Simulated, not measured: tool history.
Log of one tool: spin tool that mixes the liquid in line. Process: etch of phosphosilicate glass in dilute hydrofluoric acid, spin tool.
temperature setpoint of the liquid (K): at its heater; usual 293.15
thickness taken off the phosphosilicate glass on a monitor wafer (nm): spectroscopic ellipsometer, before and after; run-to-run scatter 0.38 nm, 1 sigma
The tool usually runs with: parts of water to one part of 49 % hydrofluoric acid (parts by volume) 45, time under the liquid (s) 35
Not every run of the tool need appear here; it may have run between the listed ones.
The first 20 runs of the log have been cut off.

run	day	temperature setpoint of the liquid (K)	parts of water to one part of 49 % hydrofluoric acid (parts by volume)	time under the liquid (s)	wafers since the last listed run	hours since the thermometer was replaced	hours since the hydrofluoric acid flow meter was replaced	hours since the gauge calibration	read-back film thickness of the phosphosilicate glass reference wafer, read on the same gauge (nm)	thickness taken off the phosphosilicate glass on a monitor wafer (nm)
21	13.167	293.15	35	15	105	56.2	66.2	268.2	129.99	22.21
22	13.588	293.15	45	35	110	66.3	76.3	278.3	129.99	39.50
23	14.138	293.15	45	35	143	79.5	89.5	291.5	130.00	39.71
24	14.850	293.15	45	35	186	96.6	106.6	308.6	129.99	39.17
25	15.479	294.65	45	35	164	111.7	121.7	323.7	130.01	41.90
26	15.838	291.65	45	20	93	120.3	130.3	332.3	130.00	21.06
27	16.496	294.65	60	50	172	136.1	146.1	348.1	130.00	44.56
28	17.021	293.15	45	35	137	148.7	158.7	360.7	130.00	39.33
29	17.596	295.65	60	50	150	162.5	172.5	374.5	130.02	45.99
30	18.129	293.15	30	55	139	175.3	185.3	387.3	130.01	94.72
31	19.542	293.15	45	35	369	209.2	219.2	421.2	129.99	39.05
32	20.108	293.15	45	35	148	222.8	232.8	434.8	130.00	39.34
33	20.792	294.65	60	40	178	239.2	249.2	451.2	129.99	35.32
34	21.333	290.65	30	50	141	252.2	262.2	464.2	130.00	75.81

What if the next run were any one of these 3? Each begins from the tool's condition after run 34:
A	21.350	293.15	45	35	4	252.6	262.6	464.6	?	?
B	21.350	296.65	40	25	4	252.6	262.6	464.6	?	?
C	21.350	294.65	65	15	4	252.6	262.6	464.6	?	?

run	read-back film thickness of the phosphosilicate glass reference wafer, read on the same gauge (nm)	thickness taken off the phosphosilicate glass on a monitor wafer (nm)
A	129.98	39.15
B	129.98	36.69
C	129.98	12.07
Without the tool's unlogged condition, the same runs would have read:
run	thickness taken off the phosphosilicate glass on a monitor wafer (nm)
A	40.54
B	37.99
C	12.50

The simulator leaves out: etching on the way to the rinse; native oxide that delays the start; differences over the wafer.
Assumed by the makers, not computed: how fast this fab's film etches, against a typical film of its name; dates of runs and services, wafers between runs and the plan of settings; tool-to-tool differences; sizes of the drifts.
